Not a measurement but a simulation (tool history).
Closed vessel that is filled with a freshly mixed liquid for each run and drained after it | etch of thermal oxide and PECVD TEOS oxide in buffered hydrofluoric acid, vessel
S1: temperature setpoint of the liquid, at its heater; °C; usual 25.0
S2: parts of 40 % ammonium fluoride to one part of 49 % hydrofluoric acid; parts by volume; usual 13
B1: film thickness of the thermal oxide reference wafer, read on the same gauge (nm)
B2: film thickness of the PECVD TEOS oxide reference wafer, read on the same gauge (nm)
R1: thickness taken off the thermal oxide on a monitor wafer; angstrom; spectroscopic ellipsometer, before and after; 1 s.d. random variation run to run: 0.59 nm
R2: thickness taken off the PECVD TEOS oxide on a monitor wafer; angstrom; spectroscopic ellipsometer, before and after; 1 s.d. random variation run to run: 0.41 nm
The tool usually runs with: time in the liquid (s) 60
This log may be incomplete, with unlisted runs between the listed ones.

run 1 hour=0.0 | S1=25.0 S2=13 time_in_the_liquid_(s)=60 | B1=60.02 B2=60.00 | R1=586.3 R2=924.1
run 2 hour=39.8 | S1=25.0 S2=13 time_in_the_liquid_(s)=60 | B1=60.00 B2=60.00 | R1=577.8 R2=925.2
run 3 hour=94.6 | S1=25.0 S2=13 time_in_the_liquid_(s)=60 | B1=60.00 B2=60.00 | R1=573.4 R2=924.4
run 4 hour=154.6 | S1=25.0 S2=13 time_in_the_liquid_(s)=60 | B1=59.97 B2=60.00 | R1=580.4 R2=923.2
run 5 hour=190.7 | S1=25.0 S2=13 time_in_the_liquid_(s)=60 | B1=59.98 B2=60.00 | R1=576.1 R2=919.2
run 6 hour=241.2 | S1=25.0 S2=13 time_in_the_liquid_(s)=60 | B1=60.03 B2=60.02 | R1=571.0 R2=907.1
run 7 hour=444.2 | S1=25.0 S2=13 time_in_the_liquid_(s)=60 | B1=60.02 B2=59.99 | R1=561.7 R2=899.7
run 8 hour=510.7 | S1=28.0 S2=13 time_in_the_liquid_(s)=60 | B1=59.99 B2=59.99 | R1=655.3 R2=1049.1
run 9 hour=556.8 | S1=28.0 S2=13 time_in_the_liquid_(s)=60 | B1=60.00 B2=60.00 | R1=655.4 R2=1047.7
-- hour=607.3 thermometer replaced
run 10 hour=614.4 | S1=25.0 S2=13 time_in_the_liquid_(s)=60 | B1=60.01 B2=60.00 | R1=557.4 R2=889.3
run 11 hour=667.3 | S1=28.5 S2=18 time_in_the_liquid_(s)=75 | B1=60.00 B2=60.00 | R1=605.7 R2=972.5
run 12 hour=693.8 | S1=25.0 S2=13 time_in_the_liquid_(s)=60 | B1=60.02 B2=60.00 | R1=551.9 R2=882.5
run 13 hour=741.3 | S1=25.0 S2=13 time_in_the_liquid_(s)=60 | B1=60.00 B2=60.01 | R1=547.9 R2=883.4
-- hour=747.0 gauge calibrated
run 14 hour=780.1 | S1=21.0 S2=15 time_in_the_liquid_(s)=60 | B1=60.01 B2=60.02 | R1=386.2 R2=610.3
run 15 hour=831.7 | S1=26.5 S2=11 time_in_the_liquid_(s)=75 | B1=60.02 B2=60.01 | R1=887.5 R2=1391.4
-- hour=890.3 hydrofluoric acid flow meter replaced
run 16 hour=998.1 | S1=25.0 S2=13 time_in_the_liquid_(s)=60 | B1=60.00 B2=59.98 | R1=598.0 R2=948.4

Predict the results of run 17:
run 17 hour=1050.7 | S1=25.0 S2=13 time_in_the_liquid_(s)=60 | B1=? B2=? | R1=? R2=?

Run 17 produced B1 60.01, B2 59.98, R1 591.0 angstrom, R2 949.0 angstrom.
The same run, on a tool lacking any hidden state, would have yielded R1 599.0 angstrom, R2 962.0 angstrom.
